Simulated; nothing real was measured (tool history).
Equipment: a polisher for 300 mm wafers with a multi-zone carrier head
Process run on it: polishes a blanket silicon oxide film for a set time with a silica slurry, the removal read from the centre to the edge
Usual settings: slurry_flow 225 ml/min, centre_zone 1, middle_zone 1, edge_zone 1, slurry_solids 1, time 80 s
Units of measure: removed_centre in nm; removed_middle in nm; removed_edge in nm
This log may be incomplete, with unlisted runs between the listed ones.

run,hour,slurry_flow,centre_zone,middle_zone,edge_zone,slurry_solids,time,wafers since the last listed run,wafers polished on this pad,hours since the slurry nozzle was cleaned,hours since the centre zone pressure was calibrated,hours since the edge zone pressure was calibrated,hours since the carrier head's membrane was replaced,"incoming thickness of the incoming film, nm",removed_centre,removed_middle,removed_edge
1,0,280,1,1,1,1,80,0,1015,352.2,74.3,647.7,1041.3,1743.9,234.9,234.7,233.5
2,59.3,225,1,1,1,1,80,536,1551,411.5,133.6,707,1100.6,1693.1,223.4,229.6,229.6
3,104.5,300,1,1,1,1.2,80,408,1960,456.7,178.8,752.2,1145.8,1717.4,259.6,257.9,253.8
4,132.3,225,1,0.92,1,1,64,251,2211,484.5,206.6,780,1173.6,1739,180,170.3,183.4
# hour 175: edge zone pressure recalibrated
5,194.5,175,1,0.89,1,1,80,544,2756,546.7,268.8,19.5,1235.8,1706.3,207.4,193.8,219.9
# hour 230.1: worn pad replaced by a new one
6,260.1,300,1,1,1,1,80,557,271,612.3,334.4,85.1,1301.4,1694.5,231.1,229.4,232.8
# hour 291.9: carrier head's membrane replaced by a new one, of another model than before
7,322.4,225,0.97,1,1,1.1,80,518,789,674.6,396.7,147.4,30.5,1717,219.5,229.8,235.8
# hour 333: slurry nozzle cleaned
8,358.3,225,1,1.1,1,1,64,315,1105,25.3,432.6,183.3,66.4,1715.2,183.9,199.6,182.2
9,409.8,265,1,1,1,1,80,465,1571,76.8,484.1,234.8,117.9,1711.7,230.5,236.6,238.9
10,437.7,225,1,1.11,1,1.1,80,252,1823,104.7,512,262.7,145.8,1730.2,239.8,264.5,240.5
11,490.8,225,1,1,1,1,80,480,2303,157.8,565.1,315.8,198.9,1740.5,231.7,229.9,232.5
12,549.1,225,1.07,1,1,1,80,527,2831,216.1,623.4,374.1,257.2,1720.2,233.2,230.1,229.8
13,594,270,1,1,1,1,80,406,3237,261,668.3,419,302.1,1729.2,235.8,235.2,235.6
# hour 633.4: worn pad replaced by a new one
14,633.9,155,1,1,1,1,80,324,4,300.9,708.2,458.9,342,1738.3,209.5,214.2,219.4
15,676.4,225,1,1,1,0.75,80,384,388,343.4,750.7,501.4,384.5,1744.3,186.8,186.4,189
16,738,170,0.89,1,1,1.1,95,557,945,405,812.3,563,446.1,1725.3,249,270.9,278.2
17,804,225,1,1,1,0.9,80,596,1542,471,878.3,629,512.1,1697,206,207.2,211.5
18,859.6,225,1,1,1,1,80,502,2045,526.6,933.9,684.6,567.7,1702.5,218.2,221.1,228
# hour 880: edge zone pressure recalibrated
19,901.1,225,1,1,1,1,80,357,2403,568.1,975.4,21.1,609.2,1704,216.5,218.3,222.4
20,927.5,280,1,1,1,0.75,80,238,2641,594.5,1001.8,47.5,635.6,1747.5,184.1,188.9,192.4
21,953,225,1,1,1,1,80,230,2872,620,1027.3,73,661.1,1739.9,215.3,219.3,222.6

Each row is a separate what-if for the run after 21, all from the same tool condition, not one after another. Results?
A,953.4,225,1,0.9,1,1,80,3,2876,620.4,1027.7,73.4,661.5,1715.4,?,?,?
B,953.4,225,1,1,1,1,55,3,2876,620.4,1027.7,73.4,661.5,1715.4,?,?,?
C,953.4,225,0.91,0.88,1.06,1,80,3,2876,620.4,1027.7,73.4,661.5,1715.4,?,?,?
D,953.4,285,1,1.05,1,1,80,3,2876,620.4,1027.7,73.4,661.5,1715.4,?,?,?

run,removed_centre,removed_middle,removed_edge
A,212.8,201.9,226.4
B,146.4,148.2,155.5
C,202.2,199.2,230.4
D,223.4,232.2,233.3
With no hidden state in the tool, these same runs would have given:
run,removed_centre,removed_middle,removed_edge
A,227.9,214.6,236.8
B,156.7,157.6,162.7
C,216.5,211.8,241
D,235.6,243.6,241.8
